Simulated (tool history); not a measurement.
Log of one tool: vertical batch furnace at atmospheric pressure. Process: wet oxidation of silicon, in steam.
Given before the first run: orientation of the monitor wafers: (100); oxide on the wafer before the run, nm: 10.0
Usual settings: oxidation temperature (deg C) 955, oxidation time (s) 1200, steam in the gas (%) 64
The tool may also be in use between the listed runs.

run,hour,oxidation temperature (deg C),oxidation time (s),steam in the gas (%),wafers since the last listed run,hours since the last temperature calibration,hours since the steam generator was serviced,hours since the gauge calibration,"read-back reference wafer on the same gauge, thickness",oxide thickness on the monitor wafer (nm)
1,0.0,955,1200,64,0,620.0,612.7,832.9,100.25,88.26
2,30.4,955,1200,64,414,650.4,643.1,863.3,99.99,88.47
3,96.1,955,1200,64,895,716.1,708.8,929.0,99.97,88.06
4,160.2,955,1200,64,873,780.2,772.9,993.1,99.97,88.79
5,213.2,955,1200,64,722,833.2,825.9,1046.1,100.17,87.92
6,271.1,955,1200,64,789,891.1,883.8,1104.0,100.13,89.44
7,332.8,955,1200,64,840,952.8,945.5,1165.7,100.04,89.51
8,394.6,955,1200,64,842,1014.6,1007.3,1227.5,99.97,89.14
9,452.9,955,1200,64,794,1072.9,1065.6,1285.8,100.20,89.18
10,511.7,955,1200,64,801,1131.7,1124.4,1344.6,100.17,88.70
# hour 514.0: gauge calibrated
11,574.6,955,1200,64,857,1194.6,1187.3,60.6,100.01,88.72
12,608.2,955,1200,64,457,1228.2,1220.9,94.2,99.67,89.38
13,638.9,955,1200,64,418,1258.9,1251.6,124.9,100.12,89.92
14,705.8,955,1200,64,911,1325.8,1318.5,191.8,99.84,90.26
15,775.3,955,1200,64,947,1395.3,1388.0,261.3,100.17,89.50
16,806.0,971,1650,58,418,1426.0,1418.7,292.0,100.05,128.44
17,854.9,955,1200,64,666,1474.9,1467.6,340.9,99.86,89.22
# hour 907.9: steam generator serviced
18,908.4,955,810,52,402,1528.4,0.5,394.4,100.23,55.93
19,922.5,961,1380,59,192,1542.5,14.6,408.5,100.01,101.55
20,949.6,972,1200,64,369,1569.6,41.7,435.6,99.95,108.75
21,1021.0,955,1200,64,973,1641.0,113.1,507.0,100.19,90.40
22,1092.7,937,930,52,977,1712.7,184.8,578.7,99.84,51.44
23,1134.4,934,1200,68,568,1754.4,226.5,620.4,100.27,75.10
24,1168.5,955,690,72,464,1788.5,260.6,654.5,100.05,64.13

For run 25, what comes out?
25,1221.1,955,840,76,716,1841.1,313.2,707.1,?,?

Logged for run 25: read-back reference wafer on the same gauge, thickness 99.94, oxide thickness on the monitor wafer (nm) 77.95.
Minus the tool's unlogged condition, the same run would have read oxide thickness on the monitor wafer (nm) 74.75.

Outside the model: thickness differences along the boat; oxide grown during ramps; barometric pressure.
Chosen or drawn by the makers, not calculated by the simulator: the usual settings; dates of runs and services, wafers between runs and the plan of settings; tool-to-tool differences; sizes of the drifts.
